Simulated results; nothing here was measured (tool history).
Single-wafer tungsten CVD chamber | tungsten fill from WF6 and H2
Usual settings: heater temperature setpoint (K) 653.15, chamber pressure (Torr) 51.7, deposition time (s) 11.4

run	hour	heater temperature setpoint (K)	chamber pressure (Torr)	deposition time (s)	read-back reference wafer on the same gauge, thickness_nm	mean film thickness on the monitor wafer (Å)
1	0.0	653.15	51.7	9.8	27.510	202.33
2	26.6	653.15	51.7	9.8	27.482	202.76
3	49.0	648.15	59.1	11.4	27.506	231.82
4	66.2	653.15	51.7	11.4	27.495	237.15
5	93.6	653.15	51.7	11.4	27.495	235.03
6	109.2	653.15	51.7	11.4	27.472	232.88
7	128.5	653.15	51.7	11.4	27.493	234.23
8	153.9	653.15	51.7	11.4	27.469	234.92
9	185.1	653.15	51.7	11.4	27.490	234.60
# hour 194.3: gauge calibrated
# hour 201.4: capacitance manometer re-zeroed and calibrated
10	201.9	653.15	51.7	11.4	27.484	251.24
11	271.3	653.15	51.7	11.4	27.492	248.35
12	305.9	657.15	51.7	12.7	27.506	301.79
# hour 316.5: showerhead replaced
13	326.2	642.15	47.7	10.5	27.481	164.44
14	353.3	641.15	61.8	10.7	27.509	198.41
# hour 375.6: thermocouple changed; heater temperature recalibrated
15	376.1	653.15	51.7	11.4	27.490	248.85
16	396.1	653.15	51.7	11.4	27.538	247.64
17	503.2	653.15	51.7	11.4	27.483	245.64
18	519.9	639.15	51.7	11.4	27.510	175.13
19	543.3	653.15	60.2	11.4	27.503	274.41
20	572.1	646.15	51.7	10.5	27.491	190.88
21	601.3	638.15	51.7	11.4	27.502	169.39
22	633.3	653.15	51.7	10.2	27.477	216.70

4 ways to go on from here, each from the tool as it stands after run 22. What would each give?
A	633.7	653.15	51.7	11.4	?	?
B	633.7	643.15	41.8	10.6	?	?
C	633.7	645.15	51.7	11.4	?	?
D	633.7	648.15	64.4	11.4	?	?

run	read-back reference wafer on the same gauge, thickness_nm	mean film thickness on the monitor wafer (Å)
A	27.501	243.06
B	27.501	148.45
C	27.501	201.26
D	27.501	252.19
Without the tool's hidden state the same runs would have given:
run	mean film thickness on the monitor wafer (Å)
A	249.26
B	152.38
C	206.38
D	258.25

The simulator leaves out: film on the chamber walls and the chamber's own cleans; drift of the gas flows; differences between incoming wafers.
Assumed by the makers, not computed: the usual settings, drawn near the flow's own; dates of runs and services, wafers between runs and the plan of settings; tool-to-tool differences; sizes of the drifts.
